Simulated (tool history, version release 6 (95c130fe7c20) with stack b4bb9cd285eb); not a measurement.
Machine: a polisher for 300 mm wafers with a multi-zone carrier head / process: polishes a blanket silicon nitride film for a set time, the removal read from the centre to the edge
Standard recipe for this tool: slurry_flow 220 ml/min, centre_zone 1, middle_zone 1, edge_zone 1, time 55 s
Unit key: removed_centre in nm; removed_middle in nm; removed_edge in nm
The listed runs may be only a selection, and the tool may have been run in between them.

run    day  slurry_flow  centre_zone  middle_zone  edge_zone  time  incoming thickness of the incoming film, nm  removed_centre  removed_middle  removed_edge
  1      0          220            1            1       1.03    55                                        834.8            70.9            69.5          71.9
  2  0.421          220            1            1       1.03    55                                        848.9            70.4            69.2            73
  3  0.671          260            1            1          1    55                                        839.8            72.2            70.1          73.1
  4  1.121          260            1            1          1    55                                        843.5            70.6              71          71.8
  5  1.817          260            1            1          1    55                                        845.1            70.8            70.2            73
  6  2.162          220            1            1          1    55                                        850.4            68.5            67.7          71.5
  7  2.596          220            1            1          1    55                                        860.9            67.8            68.4          69.9
  8  3.088          220         1.06         1.11          1    73                                        861.7            94.1            95.4          89.9
     3.421  -- slurry nozzle cleaned
     3.696  -- edge zone pressure recalibrated
  9  3.717          175         0.92            1       1.11    55                                        853.5            59.4            63.6          69.8
     4.025  -- worn pad replaced by a new one
 10  4.246          220          0.9            1          1    55                                        837.9            64.6            68.8          70.7
     4.871  -- carrier head's membrane replaced by a new one
     4.971  -- centre zone pressure recalibrated
 11  4.992          220            1            1       1.09    55                                        849.5            69.5            68.6          74.2
 12  5.421          180         1.08            1       0.91    55                                        834.5            71.1            66.3          65.6
 13  5.804          185            1         0.93       1.04    55                                          846            66.2            64.5          71.4
 14  6.442          260            1            1          1    55                                          862              70            70.7          70.9

Forecast each of these 4 alternatives for the next run:
  A  6.458          220            1            1          1    55                                        852.4               ?               ?             ?
  B  6.458          180         1.11         0.96          1    55                                        852.4               ?               ?             ?
  C  6.458          220         0.89            1          1    72                                        852.4               ?               ?             ?
  D  6.458          285            1            1          1    55                                        852.4               ?               ?             ?

run  removed_centre  removed_middle  removed_edge
  A            68.7            68.6          70.4
  B            72.3            64.2          68.8
  C            81.7            89.9          92.2
  D            71.2            70.9          72.1
The same runs, with their run-to-run variation unchanged, on a tool lacking any hidden condition would have given:
run  removed_centre  removed_middle  removed_edge
  A            70.3            70.3          72.1
  B              74            65.7          70.4
  C            83.6              92          94.4
  D            72.9            72.6          73.9
